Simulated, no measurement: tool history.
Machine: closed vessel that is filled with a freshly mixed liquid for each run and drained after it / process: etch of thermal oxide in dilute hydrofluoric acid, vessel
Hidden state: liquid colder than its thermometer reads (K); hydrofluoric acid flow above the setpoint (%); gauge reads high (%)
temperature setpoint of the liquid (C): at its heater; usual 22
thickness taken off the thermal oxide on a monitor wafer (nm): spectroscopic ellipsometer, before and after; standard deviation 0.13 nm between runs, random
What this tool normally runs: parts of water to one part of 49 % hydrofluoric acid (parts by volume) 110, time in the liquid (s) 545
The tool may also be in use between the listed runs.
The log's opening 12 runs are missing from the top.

run      day  temperature setpoint of the liquid (C)  parts of water to one part of 49 % hydrofluoric acid (parts by volume)  time in the liquid (s)  wafers since the last listed run  hours since the thermometer was replaced  hours since the hydrofluoric acid flow meter was replaced  hours since the gauge calibration  read-back film thickness of the thermal oxide reference wafer, read on the same gauge (nm)  thickness taken off the thermal oxide on a monitor wafer (nm)
      27.033  -- hydrofluoric acid flow meter replaced
 13    28.15                                      26                                                                     140                     545                              3173                                     892.6                                                       26.8                             2533.6                                                                                      120.02                                                          22.65
      29.758  -- thermometer replaced
 14   32.583                                    26.5                                                                      65                     295                              9477                                      67.8                                                      133.2                               2640                                                                                      119.99                                                          29.48
 15   34.796                                    17.5                                                                     140                     455                              4774                                     120.9                                                      186.3                             2693.1                                                                                      120.02                                                          13.47
 16   36.579                                      22                                                                     110                     545                              3848                                     163.7                                                      229.1                             2735.9                                                                                      120.01                                                          25.54
 17   38.988                                      22                                                                     110                     545                              5197                                     221.5                                                      286.9                             2793.7                                                                                      119.99                                                          25.82
 18   41.808                                      22                                                                     110                     545                              6087                                     289.2                                                      354.6                             2861.4                                                                                      120.03                                                          25.81
 19   45.246                                    20.5                                                                      65                     630                              7417                                     371.7                                                      437.1                             2943.9                                                                                         120                                                          49.79
 20   49.562                                    25.5                                                                     110                     545                              9315                                     475.3                                                      540.7                             3047.5                                                                                      119.93                                                          29.93
 21   51.212                                      22                                                                     110                     545                              3560                                     514.9                                                      580.3                             3087.1                                                                                      119.95                                                          26.17
 22   53.558                                      17                                                                     110                     695                              5062                                     571.2                                                      636.6                             3143.4                                                                                         120                                                          27.16
      56.696  -- hydrofluoric acid flow meter replaced
 23    57.85                                      22                                                                     110                     545                              9171                                     674.2                                                       27.7                             3246.4                                                                                      120.02                                                          25.07
 24   60.738                                      22                                                                     110                     545                              6231                                     743.5                                                         97                             3315.7                                                                                      119.95                                                          25.45
      60.892  -- gauge calibrated
 25   71.046                                      22                                                                     110                     735                             22244                                     990.9                                                      344.4                              243.7                                                                                      120.04                                                          34.67
 26   75.167                                      22                                                                     110                     545                              8892                                    1089.8                                                      443.3                              342.6                                                                                      119.97                                                          25.71
 27   78.712                                      20                                                                     135                     275                              7651                                    1174.9                                                      528.4                              427.7                                                                                      120.03                                                           9.52
      80.242  -- thermometer replaced
 28   81.188                                    17.5                                                                     125                     415                              5251                                      22.7                                                      587.8                              487.1                                                                                         120                                                          14.35
 29   83.271                                      22                                                                      70                     545                              4495                                      72.7                                                      637.8                              537.1                                                                                      120.02                                                          42.91
      83.667  -- hydrofluoric acid flow meter replaced
 30     94.8                                      22                                                                     110                     545                             24789                                     349.4                                                      267.2                              813.8                                                                                      119.97                                                          25.47
 31   97.575                                      22                                                                     125                     330                              5988                                       416                                                      333.8                              880.4                                                                                      119.97                                                          13.37
 32  100.367                                      22                                                                     110                     545                              6024                                       483                                                      400.8                              947.4                                                                                      120.02                                                          25.95

5 ways to go on from here, each from the tool as it stands after run 32. What would each give?
  A  100.4                                      22                                                                     110                     545                                71                                     483.8                                                      401.6                              948.2                                                                                           ?                                                              ?
  B  100.4                                      22                                                                     135                     690                                71                                     483.8                                                      401.6                              948.2                                                                                           ?                                                              ?
  C  100.4                                      24                                                                     110                     545                                71                                     483.8                                                      401.6                              948.2                                                                                           ?                                                              ?
  D  100.4                                    19.5                                                                     130                     315                                71                                     483.8                                                      401.6                              948.2                                                                                           ?                                                              ?
  E  100.4                                      22                                                                     110                     755                                71                                     483.8                                                      401.6                              948.2                                                                                           ?                                                              ?

run  read-back film thickness of the thermal oxide reference wafer, read on the same gauge (nm)  thickness taken off the thermal oxide on a monitor wafer (nm)
  A                                                                                         120                                                          25.62
  B                                                                                         120                                                           25.7
  C                                                                                         120                                                          27.74
  D                                                                                         120                                                          11.08
  E                                                                                         120                                                          35.49
Without the tool's unlogged condition, the same runs would have read:
run  thickness taken off the thermal oxide on a monitor wafer (nm)
  A                                                             25
  B                                                          25.07
  C                                                          27.07
  D                                                          10.81
  E                                                          34.63
